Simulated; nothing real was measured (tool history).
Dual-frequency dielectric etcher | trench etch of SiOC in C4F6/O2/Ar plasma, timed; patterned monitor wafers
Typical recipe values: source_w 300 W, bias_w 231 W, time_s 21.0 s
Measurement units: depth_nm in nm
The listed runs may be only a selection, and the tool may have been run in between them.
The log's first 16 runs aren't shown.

run    hour  source_w  bias_w  time_s  read-back reference wafer on the same gauge, depth_nm  depth_nm
     1190.3  -- source power generator calibrated
 17  1205.3       300     252    21.0                                                  34.62     42.40
 18  1270.9       300     208    21.0                                                  34.57     39.37
 19  1377.0       300     231    21.0                                                  34.56     41.74
 20  1687.2       300     266    16.5                                                  34.56     35.31
     1732.8  -- wet clean of the chamber
     1787.6  -- upper electrode replaced
 21  1788.1       380     231    21.0                                                  34.60     43.07
 22  1841.5       300     279    21.0                                                  34.62     43.65
 23  1937.2       300     258    25.0                                                  34.60     50.70
 24  2003.5       350     231    25.5                                                  34.60     51.84
 25  2161.8       300     231    21.0                                                  34.63     41.81
 26  2255.3       300     183    21.0                                                  34.64     37.77
 27  2316.5       300     231    21.0                                                  34.65     41.69
     2405.2  -- bias power generator calibrated
 28  2413.4       260     191    25.5                                                  34.58     44.63
 29  2465.9       350     216    23.5                                                  34.60     47.37
 30  2563.3       350     231    26.0                                                  34.65     54.29
     2605.2  -- wet clean of the chamber
 31  2607.2       250     231    18.5                                                  34.60     33.97

What if the next run were any one of these 3? Each begins from the tool's condition after run 31:
  A  2607.6       300     231    14.5                                                      ?         ?
  B  2607.6       300     210    25.0                                                      ?         ?
  C  2607.6       330     231    21.0                                                      ?         ?

run  read-back reference wafer on the same gauge, depth_nm  depth_nm
  A                                                  34.54     27.91
  B                                                  34.54     46.23
  C                                                  34.54     41.54
With the hidden condition removed and each run's random variation left untouched, the same runs would have given:
run  depth_nm
  A     27.92
  B     46.24
  C     41.55
